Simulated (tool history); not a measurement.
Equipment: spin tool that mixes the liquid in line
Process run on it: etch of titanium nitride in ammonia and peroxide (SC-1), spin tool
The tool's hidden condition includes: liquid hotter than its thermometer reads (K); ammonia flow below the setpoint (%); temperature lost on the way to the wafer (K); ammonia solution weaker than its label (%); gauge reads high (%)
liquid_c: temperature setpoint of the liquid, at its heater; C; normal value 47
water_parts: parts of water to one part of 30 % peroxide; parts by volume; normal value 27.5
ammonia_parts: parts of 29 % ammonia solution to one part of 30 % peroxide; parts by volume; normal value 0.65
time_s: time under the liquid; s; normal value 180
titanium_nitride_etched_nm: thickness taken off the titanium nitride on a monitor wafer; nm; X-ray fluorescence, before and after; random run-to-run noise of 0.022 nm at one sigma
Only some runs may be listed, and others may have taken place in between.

run,day,liquid_c,water_parts,ammonia_parts,time_s,wafers since the last listed run,hours since the thermometer was replaced,hours since the ammonia flow meter was replaced,hours since the heated supply line was repaired,hours since the drum of ammonia solution was connected,hours since the gauge calibration,"read-back film thickness of the titanium nitride reference wafer, read on the same gauge (nm)",titanium_nitride_etched_nm
1,0,47,27.5,0.65,180,0,1581.8,294.8,2714.2,361.2,63.2,90.001,3.345
2,0.467,47,27.5,0.65,180,94,1593,306,2725.4,372.4,74.4,90.017,3.37
3,0.775,47,17,0.65,180,62,1600.4,313.4,2732.8,379.8,81.8,90.007,4.398
4,1.258,41,27.5,0.45,180,97,1612,325,2744.4,391.4,93.4,90.01,2.002
5,1.662,41,27.5,0.45,180,81,1621.7,334.7,2754.1,401.1,103.1,90.003,2.022
6,2.1,51.5,27.5,0.65,225,88,1632.2,345.2,2764.6,411.6,113.6,89.992,5.792
7,2.746,51.5,27.5,0.65,225,130,1647.7,360.7,2780.1,427.1,129.1,90.001,5.74
8,3.025,51.5,27.5,0.65,225,56,1654.4,367.4,2786.8,433.8,135.8,89.991,5.764
9,3.512,47,27.5,0.65,95,98,1666.1,379.1,2798.5,445.5,147.5,90.021,1.777
10,4.25,47,27.5,0.65,180,148,1683.8,396.8,2816.2,463.2,165.2,89.99,3.334
11,4.554,41,27.5,0.65,240,61,1691.1,404.1,2823.5,470.5,172.5,89.992,2.855
12,4.858,47,27.5,0.65,180,61,1698.4,411.4,2830.8,477.8,179.8,90.003,3.308
13,5.383,52,17,0.65,180,105,1711,424,2843.4,490.4,192.4,90.011,6.246
# day 5.65: ammonia flow meter replaced
# day 6.679: gauge calibrated
# day 7.033: thermometer replaced
# day 7.121: new drum of ammonia solution connected
# day 7.3: heated supply line repaired
14,7.633,50,27.5,0.9,180,420,14.4,47.6,8,12.3,22.9,90.013,5.661
15,8.1,47,37,0.8,180,94,25.6,58.8,19.2,23.5,34.1,90.011,3.763
16,8.558,47,20,0.45,80,92,36.6,69.8,30.2,34.5,45.1,90,2.107
17,8.992,47,27.5,0.65,180,87,47,80.2,40.6,44.9,55.5,89.97,4.284
18,9.546,52.5,22,0.65,75,111,60.3,93.5,53.9,58.2,68.8,89.991,2.973

Alternative continuations, all from the tool just after run 18; predict every row:
A,9.567,47,27.5,0.65,180,4,60.8,94,54.4,58.7,69.3,?,?
B,9.567,41.5,33,0.65,180,4,60.8,94,54.4,58.7,69.3,?,?
C,9.567,44.5,27.5,0.4,230,4,60.8,94,54.4,58.7,69.3,?,?
D,9.567,47,27.5,0.65,240,4,60.8,94,54.4,58.7,69.3,?,?

run,"read-back film thickness of the titanium nitride reference wafer, read on the same gauge (nm)",titanium_nitride_etched_nm
A,90.014,4.229
B,90.014,2.561
C,90.014,4.121
D,90.014,5.638
Without the tool's hidden state the same runs would have given:
run,titanium_nitride_etched_nm
A,4.286
B,2.597
C,4.178
D,5.715
